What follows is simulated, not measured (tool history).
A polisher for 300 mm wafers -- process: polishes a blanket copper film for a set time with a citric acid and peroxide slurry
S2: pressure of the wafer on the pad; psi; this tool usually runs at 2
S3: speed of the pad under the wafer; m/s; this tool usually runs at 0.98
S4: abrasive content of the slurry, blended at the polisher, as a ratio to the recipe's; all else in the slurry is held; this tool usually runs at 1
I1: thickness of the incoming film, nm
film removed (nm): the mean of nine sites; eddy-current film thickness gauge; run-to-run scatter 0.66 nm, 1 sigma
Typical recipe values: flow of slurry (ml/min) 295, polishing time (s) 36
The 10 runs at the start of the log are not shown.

{"run": 11, "hour": 266.6, "flow of slurry (ml/min)": 295, "S2": 2, "S3": 1.16, "S4": 1, "polishing time (s)": 36, "I1": 530.1, "film removed (nm)": 44.4}
{"run": 12, "hour": 290.5, "flow of slurry (ml/min)": 295, "S2": 2.4, "S3": 0.7, "S4": 1, "polishing time (s)": 36, "I1": 531.4, "film removed (nm)": 35.1}
{"run": 13, "hour": 306.0, "flow of slurry (ml/min)": 235, "S2": 2, "S3": 0.98, "S4": 1.2, "polishing time (s)": 36, "I1": 539.7, "film removed (nm)": 41}
{"run": 14, "hour": 323.2, "flow of slurry (ml/min)": 295, "S2": 2.6, "S3": 0.64, "S4": 0.9, "polishing time (s)": 46, "I1": 538.9, "film removed (nm)": 42.7}
{"hour": 336.7, "done": "slurry nozzle cleaned"}
{"run": 15, "hour": 346.6, "flow of slurry (ml/min)": 295, "S2": 2, "S3": 0.88, "S4": 1.15, "polishing time (s)": 36, "I1": 541, "film removed (nm)": 37}
{"run": 16, "hour": 370.6, "flow of slurry (ml/min)": 295, "S2": 2, "S3": 0.98, "S4": 0.85, "polishing time (s)": 36, "I1": 536, "film removed (nm)": 36.5}
{"run": 17, "hour": 390.9, "flow of slurry (ml/min)": 295, "S2": 2, "S3": 0.74, "S4": 1, "polishing time (s)": 41, "I1": 535.9, "film removed (nm)": 35}
{"hour": 405.2, "done": "slurry blender recalibrated"}
{"hour": 427.5, "done": "worn pad replaced by a new one"}
{"run": 18, "hour": 428.0, "flow of slurry (ml/min)": 295, "S2": 2, "S3": 0.98, "S4": 1, "polishing time (s)": 36, "I1": 532.3, "film removed (nm)": 44.1}
{"run": 19, "hour": 455.1, "flow of slurry (ml/min)": 295, "S2": 2.5, "S3": 0.82, "S4": 1.2, "polishing time (s)": 42, "I1": 536.6, "film removed (nm)": 54.7}
{"run": 20, "hour": 500.9, "flow of slurry (ml/min)": 295, "S2": 1.8, "S3": 0.98, "S4": 1, "polishing time (s)": 36, "I1": 537.6, "film removed (nm)": 39}
{"run": 21, "hour": 583.5, "flow of slurry (ml/min)": 295, "S2": 2.2, "S3": 1.14, "S4": 0.75, "polishing time (s)": 32, "I1": 540.3, "film removed (nm)": 40.1}
{"run": 22, "hour": 615.5, "flow of slurry (ml/min)": 295, "S2": 2, "S3": 0.66, "S4": 1, "polishing time (s)": 36, "I1": 543.3, "film removed (nm)": 29.8}
{"run": 23, "hour": 632.5, "flow of slurry (ml/min)": 385, "S2": 2, "S3": 0.74, "S4": 1, "polishing time (s)": 25, "I1": 550, "film removed (nm)": 22.5}
{"hour": 658.0, "done": "worn pad replaced by a new one"}
{"run": 24, "hour": 667.8, "flow of slurry (ml/min)": 295, "S2": 2, "S3": 0.98, "S4": 1, "polishing time (s)": 36, "I1": 538.8, "film removed (nm)": 38.4}
{"run": 25, "hour": 697.5, "flow of slurry (ml/min)": 295, "S2": 2.6, "S3": 0.86, "S4": 1, "polishing time (s)": 36, "I1": 539, "film removed (nm)": 43.9}
{"run": 26, "hour": 717.4, "flow of slurry (ml/min)": 235, "S2": 2, "S3": 0.98, "S4": 1, "polishing time (s)": 36, "I1": 536.7, "film removed (nm)": 37.7}
{"run": 27, "hour": 735.1, "flow of slurry (ml/min)": 295, "S2": 2, "S3": 0.98, "S4": 1, "polishing time (s)": 36, "I1": 536.5, "film removed (nm)": 38.5}
{"run": 28, "hour": 755.2, "flow of slurry (ml/min)": 295, "S2": 2, "S3": 0.98, "S4": 1, "polishing time (s)": 36, "I1": 542.4, "film removed (nm)": 38.8}
{"run": 29, "hour": 784.5, "flow of slurry (ml/min)": 230, "S2": 2, "S3": 0.98, "S4": 1, "polishing time (s)": 36, "I1": 535.1, "film removed (nm)": 36.9}
{"run": 30, "hour": 808.7, "flow of slurry (ml/min)": 295, "S2": 2, "S3": 0.98, "S4": 1, "polishing time (s)": 36, "I1": 537.6, "film removed (nm)": 38.4}
{"hour": 812.9, "done": "slurry blender recalibrated"}
{"run": 31, "hour": 830.3, "flow of slurry (ml/min)": 295, "S2": 2, "S3": 0.98, "S4": 1, "polishing time (s)": 45, "I1": 535.9, "film removed (nm)": 57}

Each row is a separate what-if for the run after 31, all from the same tool condition, not one after another. Results?
{"run": "A", "hour": 830.7, "flow of slurry (ml/min)": 295, "S2": 1.7, "S3": 0.98, "S4": 1, "polishing time (s)": 36, "I1": 536.7, "film removed (nm)": "?"}
{"run": "B", "hour": 830.7, "flow of slurry (ml/min)": 400, "S2": 2, "S3": 1.1, "S4": 1, "polishing time (s)": 36, "I1": 536.7, "film removed (nm)": "?"}
{"run": "C", "hour": 830.7, "flow of slurry (ml/min)": 295, "S2": 2, "S3": 0.98, "S4": 1.1, "polishing time (s)": 36, "I1": 536.7, "film removed (nm)": "?"}

run=A film_removed_(nm)=39.4
run=B film_removed_(nm)=50.6
run=C film_removed_(nm)=46.5
Without the tool's hidden state the same runs would have given:
run=A film_removed_(nm)=40.4
run=B film_removed_(nm)=52
run=C film_removed_(nm)=47.7

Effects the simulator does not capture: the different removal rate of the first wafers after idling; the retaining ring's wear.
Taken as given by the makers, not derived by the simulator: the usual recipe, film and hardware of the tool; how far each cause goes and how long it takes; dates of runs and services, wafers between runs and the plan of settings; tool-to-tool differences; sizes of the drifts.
